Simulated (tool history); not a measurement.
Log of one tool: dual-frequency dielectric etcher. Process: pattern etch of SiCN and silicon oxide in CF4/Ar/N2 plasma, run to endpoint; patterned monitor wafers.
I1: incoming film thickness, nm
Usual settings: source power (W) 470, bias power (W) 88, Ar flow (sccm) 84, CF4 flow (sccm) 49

Run 1, hour 0.0: usual settings but source power (W) 510; I1 17.00. Result: endpoint time (s) 18.1.
At hour 24.7: wet clean of the chamber.
Run 2, hour 53.5: usual settings; I1 16.98. Result: endpoint time (s) 19.9.
At hour 83.7: source power generator calibrated.
Run 3, hour 107.6: usual settings but CF4 flow (sccm) 40; I1 16.96. Result: endpoint time (s) 19.9.
Run 4, hour 148.5: usual settings but CF4 flow (sccm) 40; I1 16.95. Result: endpoint time (s) 19.9.
At hour 217.7: CF4 flow controller replaced.
Run 5, hour 246.7: usual settings but bias power (W) 80; I1 17.04. Result: endpoint time (s) 20.0.
Run 6, hour 287.9: usual settings but Ar flow (sccm) 68; I1 17.07. Result: endpoint time (s) 19.1.
Run 7, hour 312.1: usual settings but Ar flow (sccm) 90; I1 16.91. Result: endpoint time (s) 19.4.
At hour 413.9: wet clean of the chamber.
Run 8, hour 431.5: usual settings but Ar flow (sccm) 90; I1 16.99. Result: endpoint time (s) 20.2.
At hour 451.6: Ar flow controller replaced.
Run 9, hour 491.1: usual settings but source power (W) 430, bias power (W) 98, Ar flow (sccm) 69; I1 17.08. Result: endpoint time (s) 20.0.
At hour 566.0: upper electrode replaced.
Run 10, hour 566.5: usual settings but source power (W) 400, Ar flow (sccm) 96, CF4 flow (sccm) 42; I1 17.19. Result: endpoint time (s) 22.7.
At hour 594.2: bias power generator calibrated.
Run 11, hour 614.9: usual settings but source power (W) 560, bias power (W) 67, Ar flow (sccm) 76, CF4 flow (sccm) 38; I1 16.89. Result: endpoint time (s) 19.5.
Run 12, hour 659.7: usual settings but Ar flow (sccm) 65, CF4 flow (sccm) 39; I1 17.15. Result: endpoint time (s) 19.3.
Run 13, hour 713.7: usual settings but Ar flow (sccm) 70, CF4 flow (sccm) 42; I1 16.85. Result: endpoint time (s) 19.0.
Run 14, hour 769.5: usual settings but source power (W) 530, bias power (W) 72, CF4 flow (sccm) 44; I1 17.03. Result: endpoint time (s) 19.1.
At hour 825.3: wet clean of the chamber.
Run 15, hour 825.8: usual settings but bias power (W) 96, CF4 flow (sccm) 53; I1 16.99. Result: endpoint time (s) 19.3.
Run 16, hour 861.1: usual settings; I1 17.08. Result: endpoint time (s) 19.9.
Run 17, hour 911.6: usual settings but CF4 flow (sccm) 59; I1 16.92. Result: endpoint time (s) 19.5.
Run 18, hour 936.1: usual settings but CF4 flow (sccm) 40; I1 16.88. Result: endpoint time (s) 20.2.
Run 19, hour 971.9: usual settings; I1 16.82. Result: endpoint time (s) 19.6.
Run 20, hour 1042.7: usual settings but source power (W) 370, bias power (W) 80, Ar flow (sccm) 90, CF4 flow (sccm) 40; I1 17.00. Result: endpoint time (s) 24.2.
Run 21, hour 1094.7: usual settings but bias power (W) 101, Ar flow (sccm) 75; I1 17.16. Result: endpoint time (s) 18.4.
Run 22, hour 1150.8: usual settings but bias power (W) 94; I1 16.92. Result: endpoint time (s) 18.8.
Run 23, hour 1187.2: usual settings; I1 16.75. Result: endpoint time (s) 19.1.
Run 24, hour 1211.7: usual settings; I1 16.96. Result: endpoint time (s) 19.2.

Forecast each of these 4 alternatives for the next run:
Run A, hour 1212.1: usual settings; I1 17.17. Result: endpoint time (s) ?.
Run B, hour 1212.1: usual settings but source power (W) 570, bias power (W) 100, Ar flow (sccm) 91, CF4 flow (sccm) 39; I1 17.17. Result: endpoint time (s) ?.
Run C, hour 1212.1: usual settings but source power (W) 540, bias power (W) 99, Ar flow (sccm) 100, CF4 flow (sccm) 38; I1 17.17. Result: endpoint time (s) ?.
Run D, hour 1212.1: usual settings but bias power (W) 66, Ar flow (sccm) 74, CF4 flow (sccm) 40; I1 17.17. Result: endpoint time (s) ?.

run  endpoint time (s)
  A               19.3
  B               16.8
  C               17.7
  D               21.2
Without the tool's hidden state the same runs would have given:
run  endpoint time (s)
  A               20.3
  B               17.6
  C               18.5
  D               22.2
